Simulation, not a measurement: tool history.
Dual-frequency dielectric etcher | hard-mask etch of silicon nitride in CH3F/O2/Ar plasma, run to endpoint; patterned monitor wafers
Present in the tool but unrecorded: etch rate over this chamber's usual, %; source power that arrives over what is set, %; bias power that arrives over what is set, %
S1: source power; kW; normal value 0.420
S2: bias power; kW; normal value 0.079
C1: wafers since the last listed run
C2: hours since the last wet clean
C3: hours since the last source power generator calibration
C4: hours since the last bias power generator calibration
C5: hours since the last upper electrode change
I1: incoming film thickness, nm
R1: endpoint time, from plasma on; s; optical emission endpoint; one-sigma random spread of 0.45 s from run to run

{"run": 1, "hour": 0.0, "S1": 0.42, "S2": 0.079, "C1": 0, "C2": 405.3, "C3": 4423.8, "C4": 2654.4, "C5": 4631.2, "I1": 51.6, "R1": 69.1}
{"run": 2, "hour": 60.7, "S1": 0.42, "S2": 0.079, "C1": 690, "C2": 466.0, "C3": 4484.5, "C4": 2715.1, "C5": 4691.9, "I1": 51.2, "R1": 70.0}
{"run": 3, "hour": 86.7, "S1": 0.42, "S2": 0.079, "C1": 295, "C2": 492.0, "C3": 4510.5, "C4": 2741.1, "C5": 4717.9, "I1": 51.3, "R1": 69.9}
{"hour": 238.5, "done": "wet clean of the chamber"}
{"run": 4, "hour": 239.0, "S1": 0.42, "S2": 0.079, "C1": 1458, "C2": 0.5, "C3": 4662.8, "C4": 2893.4, "C5": 4870.2, "I1": 51.4, "R1": 68.2}
{"run": 5, "hour": 284.5, "S1": 0.42, "S2": 0.079, "C1": 517, "C2": 46.0, "C3": 4708.3, "C4": 2938.9, "C5": 4915.7, "I1": 51.3, "R1": 68.0}
{"run": 6, "hour": 309.0, "S1": 0.42, "S2": 0.079, "C1": 278, "C2": 70.5, "C3": 4732.8, "C4": 2963.4, "C5": 4940.2, "I1": 51.8, "R1": 68.9}
{"run": 7, "hour": 371.7, "S1": 0.46, "S2": 0.079, "C1": 712, "C2": 133.2, "C3": 4795.5, "C4": 3026.1, "C5": 5002.9, "I1": 51.5, "R1": 66.7}
{"run": 8, "hour": 429.8, "S1": 0.42, "S2": 0.079, "C1": 660, "C2": 191.3, "C3": 4853.6, "C4": 3084.2, "C5": 5061.0, "I1": 51.1, "R1": 68.0}
{"hour": 477.3, "done": "source power generator calibrated"}
{"run": 9, "hour": 501.1, "S1": 0.39, "S2": 0.079, "C1": 765, "C2": 262.6, "C3": 23.8, "C4": 3155.5, "C5": 5132.3, "I1": 51.5, "R1": 71.3}
{"hour": 549.6, "done": "upper electrode replaced"}
{"hour": 559.1, "done": "bias power generator calibrated"}
{"run": 10, "hour": 567.1, "S1": 0.48, "S2": 0.094, "C1": 432, "C2": 328.6, "C3": 89.8, "C4": 8.0, "C5": 17.5, "I1": 51.1, "R1": 62.3}
{"run": 11, "hour": 611.3, "S1": 0.52, "S2": 0.069, "C1": 502, "C2": 372.8, "C3": 134.0, "C4": 52.2, "C5": 61.7, "I1": 51.3, "R1": 67.5}
{"run": 12, "hour": 658.0, "S1": 0.42, "S2": 0.079, "C1": 531, "C2": 419.5, "C3": 180.7, "C4": 98.9, "C5": 108.4, "I1": 52.2, "R1": 71.6}
{"run": 13, "hour": 695.6, "S1": 0.35, "S2": 0.091, "C1": 427, "C2": 457.1, "C3": 218.3, "C4": 136.5, "C5": 146.0, "I1": 51.7, "R1": 71.5}
{"run": 14, "hour": 736.2, "S1": 0.32, "S2": 0.079, "C1": 461, "C2": 497.7, "C3": 258.9, "C4": 177.1, "C5": 186.6, "I1": 51.2, "R1": 76.1}

The same runs without the tool's hidden state, with the same run-to-run variation:
run=1 R1=66.6
run=2 R1=67.1
run=3 R1=66.8
run=4 R1=67.5
run=5 R1=67.0
run=6 R1=67.7
run=7 R1=65.2
run=8 R1=66.1
run=9 R1=68.9
run=10 R1=59.8
run=11 R1=64.6
run=12 R1=68.2
run=13 R1=67.8
run=14 R1=71.9
